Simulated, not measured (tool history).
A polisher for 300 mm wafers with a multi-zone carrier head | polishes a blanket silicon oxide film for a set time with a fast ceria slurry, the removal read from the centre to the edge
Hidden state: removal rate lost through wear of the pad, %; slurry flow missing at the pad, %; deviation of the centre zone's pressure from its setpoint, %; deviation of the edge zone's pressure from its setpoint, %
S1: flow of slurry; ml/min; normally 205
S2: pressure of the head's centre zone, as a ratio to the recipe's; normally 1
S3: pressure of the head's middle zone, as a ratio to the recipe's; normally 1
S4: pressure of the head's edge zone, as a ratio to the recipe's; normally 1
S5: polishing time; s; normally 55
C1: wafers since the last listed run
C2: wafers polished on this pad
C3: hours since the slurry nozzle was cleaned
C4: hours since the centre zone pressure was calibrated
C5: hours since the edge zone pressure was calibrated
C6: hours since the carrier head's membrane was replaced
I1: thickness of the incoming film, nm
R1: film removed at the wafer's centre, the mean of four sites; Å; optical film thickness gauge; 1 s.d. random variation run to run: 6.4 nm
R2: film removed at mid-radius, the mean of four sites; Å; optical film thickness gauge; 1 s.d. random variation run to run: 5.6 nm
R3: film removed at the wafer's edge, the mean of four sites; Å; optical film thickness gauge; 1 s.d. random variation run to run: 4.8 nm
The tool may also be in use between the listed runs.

{"run": 1, "hour": 0.0, "S1": 205, "S2": 1, "S3": 1, "S4": 1, "S5": 55, "C1": 0, "C2": 7, "C3": 394.8, "C4": 635.3, "C5": 943.1, "C6": 1519.6, "I1": 2113.8, "R1": 6082, "R2": 5943, "R3": 5880}
{"run": 2, "hour": 15.7, "S1": 205, "S2": 1, "S3": 1, "S4": 1, "S5": 55, "C1": 232, "C2": 239, "C3": 410.5, "C4": 651, "C5": 958.8, "C6": 1535.3, "I1": 2152.8, "R1": 5808, "R2": 5801, "R3": 5753}
{"hour": 36.8, "done": "carrier head's membrane replaced by a new one"}
{"run": 3, "hour": 40.9, "S1": 205, "S2": 1, "S3": 1, "S4": 1, "S5": 55, "C1": 299, "C2": 538, "C3": 435.7, "C4": 676.2, "C5": 984, "C6": 4.1, "I1": 2126.3, "R1": 5790, "R2": 5581, "R3": 5483}
{"run": 4, "hour": 75.3, "S1": 205, "S2": 1, "S3": 1, "S4": 0.92, "S5": 55, "C1": 509, "C2": 1048, "C3": 470.1, "C4": 710.6, "C5": 1018.4, "C6": 38.5, "I1": 2149.9, "R1": 5541, "R2": 5434, "R3": 5173}
{"run": 5, "hour": 89.0, "S1": 205, "S2": 1, "S3": 1, "S4": 0.92, "S5": 55, "C1": 202, "C2": 1251, "C3": 483.8, "C4": 724.3, "C5": 1032.1, "C6": 52.2, "I1": 2092.2, "R1": 5474, "R2": 5316, "R3": 5086}
{"run": 6, "hour": 122.1, "S1": 205, "S2": 1, "S3": 1, "S4": 1.07, "S5": 55, "C1": 490, "C2": 1741, "C3": 516.9, "C4": 757.4, "C5": 1065.2, "C6": 85.3, "I1": 2131.8, "R1": 5449, "R2": 5244, "R3": 5465}
{"hour": 138.2, "done": "edge zone pressure recalibrated"}
{"run": 7, "hour": 143.0, "S1": 205, "S2": 0.96, "S3": 1, "S4": 1, "S5": 55, "C1": 279, "C2": 2021, "C3": 537.8, "C4": 778.3, "C5": 4.8, "C6": 106.2, "I1": 2141.3, "R1": 5137, "R2": 5321, "R3": 5177}
{"hour": 153.5, "done": "centre zone pressure recalibrated"}
{"run": 8, "hour": 167.4, "S1": 205, "S2": 0.9, "S3": 0.93, "S4": 1, "S5": 40, "C1": 331, "C2": 2353, "C3": 562.2, "C4": 13.9, "C5": 29.2, "C6": 130.6, "I1": 2111.4, "R1": 3473, "R2": 3616, "R3": 3803}
{"hour": 175.3, "done": "slurry nozzle cleaned"}
{"run": 9, "hour": 182.2, "S1": 225, "S2": 1, "S3": 1, "S4": 1.09, "S5": 40, "C1": 204, "C2": 2557, "C3": 6.9, "C4": 28.7, "C5": 44, "C6": 145.4, "I1": 2134, "R1": 3916, "R2": 3896, "R3": 3973}
{"hour": 203.3, "done": "worn pad replaced by a new one, of another model than before"}
{"run": 10, "hour": 206.4, "S1": 205, "S2": 0.89, "S3": 0.91, "S4": 1, "S5": 55, "C1": 299, "C2": 46, "C3": 31.1, "C4": 52.9, "C5": 68.2, "C6": 169.6, "I1": 2107.5, "R1": 5363, "R2": 5482, "R3": 5877}
{"run": 11, "hour": 236.3, "S1": 205, "S2": 1, "S3": 0.96, "S4": 1, "S5": 55, "C1": 442, "C2": 488, "C3": 61, "C4": 82.8, "C5": 98.1, "C6": 199.5, "I1": 2117.2, "R1": 5607, "R2": 5444, "R3": 5624}
{"run": 12, "hour": 265.7, "S1": 205, "S2": 1, "S3": 1.11, "S4": 0.95, "S5": 55, "C1": 435, "C2": 924, "C3": 90.4, "C4": 112.2, "C5": 127.5, "C6": 228.9, "I1": 2126.5, "R1": 5533, "R2": 6030, "R3": 5316}
{"run": 13, "hour": 281.2, "S1": 170, "S2": 1, "S3": 1.09, "S4": 1, "S5": 55, "C1": 229, "C2": 1153, "C3": 105.9, "C4": 127.7, "C5": 143, "C6": 244.4, "I1": 2128, "R1": 5313, "R2": 5680, "R3": 5225}
{"run": 14, "hour": 308.1, "S1": 165, "S2": 1.05, "S3": 1.05, "S4": 1, "S5": 55, "C1": 398, "C2": 1552, "C3": 132.8, "C4": 154.6, "C5": 169.9, "C6": 271.3, "I1": 2099.3, "R1": 5524, "R2": 5469, "R3": 5213}
{"run": 15, "hour": 391.9, "S1": 205, "S2": 1, "S3": 1, "S4": 1, "S5": 55, "C1": 1241, "C2": 2793, "C3": 216.6, "C4": 238.4, "C5": 253.7, "C6": 355.1, "I1": 2113.7, "R1": 5347, "R2": 5179, "R3": 5103}
{"hour": 405.1, "done": "worn pad replaced by a new one"}
{"run": 16, "hour": 410.7, "S1": 205, "S2": 1, "S3": 1, "S4": 1, "S5": 55, "C1": 219, "C2": 82, "C3": 235.4, "C4": 257.2, "C5": 272.5, "C6": 373.9, "I1": 2110.9, "R1": 5972, "R2": 5858, "R3": 5974}
{"run": 17, "hour": 452.5, "S1": 205, "S2": 1, "S3": 1, "S4": 1, "S5": 55, "C1": 619, "C2": 701, "C3": 277.2, "C4": 299, "C5": 314.3, "C6": 415.7, "I1": 2137.2, "R1": 5657, "R2": 5461, "R3": 5466}
{"run": 18, "hour": 472.6, "S1": 205, "S2": 1, "S3": 1, "S4": 1, "S5": 46, "C1": 297, "C2": 999, "C3": 297.3, "C4": 319.1, "C5": 334.4, "C6": 435.8, "I1": 2117.3, "R1": 4678, "R2": 4491, "R3": 4506}
{"run": 19, "hour": 496.0, "S1": 205, "S2": 0.9, "S3": 1.08, "S4": 1, "S5": 55, "C1": 346, "C2": 1345, "C3": 320.7, "C4": 342.5, "C5": 357.8, "C6": 459.2, "I1": 2119.4, "R1": 4833, "R2": 5796, "R3": 5360}
{"run": 20, "hour": 522.1, "S1": 265, "S2": 1, "S3": 1, "S4": 1, "S5": 55, "C1": 386, "C2": 1732, "C3": 346.8, "C4": 368.6, "C5": 383.9, "C6": 485.3, "I1": 2136.2, "R1": 5580, "R2": 5437, "R3": 5471}
{"run": 21, "hour": 557.8, "S1": 230, "S2": 1, "S3": 1.1, "S4": 0.9, "S5": 70, "C1": 528, "C2": 2260, "C3": 382.5, "C4": 404.3, "C5": 419.6, "C6": 521, "I1": 2128.1, "R1": 6999, "R2": 7351, "R3": 6364}
{"run": 22, "hour": 578.5, "S1": 205, "S2": 1.05, "S3": 1, "S4": 1.05, "S5": 55, "C1": 306, "C2": 2567, "C3": 403.2, "C4": 425, "C5": 440.3, "C6": 541.7, "I1": 2087.6, "R1": 5537, "R2": 5263, "R3": 5344}

Here are 4 independent what-if runs from the current tool condition. What would each one return?
{"run": "A", "hour": 578.9, "S1": 205, "S2": 1, "S3": 1.11, "S4": 1, "S5": 55, "C1": 5, "C2": 2573, "C3": 403.6, "C4": 425.4, "C5": 440.7, "C6": 542.1, "I1": 2155.3, "R1": "?", "R2": "?", "R3": "?"}
{"run": "B", "hour": 578.9, "S1": 140, "S2": 1, "S3": 0.97, "S4": 1, "S5": 55, "C1": 5, "C2": 2573, "C3": 403.6, "C4": 425.4, "C5": 440.7, "C6": 542.1, "I1": 2155.3, "R1": "?", "R2": "?", "R3": "?"}
{"run": "C", "hour": 578.9, "S1": 205, "S2": 1.12, "S3": 1, "S4": 1, "S5": 69, "C1": 5, "C2": 2573, "C3": 403.6, "C4": 425.4, "C5": 440.7, "C6": 542.1, "I1": 2155.3, "R1": "?", "R2": "?", "R3": "?"}
{"run": "D", "hour": 578.9, "S1": 205, "S2": 1.04, "S3": 1, "S4": 1.11, "S5": 55, "C1": 5, "C2": 2573, "C3": 403.6, "C4": 425.4, "C5": 440.7, "C6": 542.1, "I1": 2155.3, "R1": "?", "R2": "?", "R3": "?"}

run=A R1=5372 R2=5750 R3=5148
run=B R1=5111 R2=4909 R3=4995
run=C R1=7549 R2=6596 R3=6468
run=D R1=5585 R2=5259 R3=5429
With no hidden state in the tool, these same runs would have given:
run=A R1=6194 R2=6629 R3=5935
run=B R1=5892 R2=5660 R3=5759
run=C R1=8703 R2=7604 R3=7457
run=D R1=6438 R2=6063 R3=6259
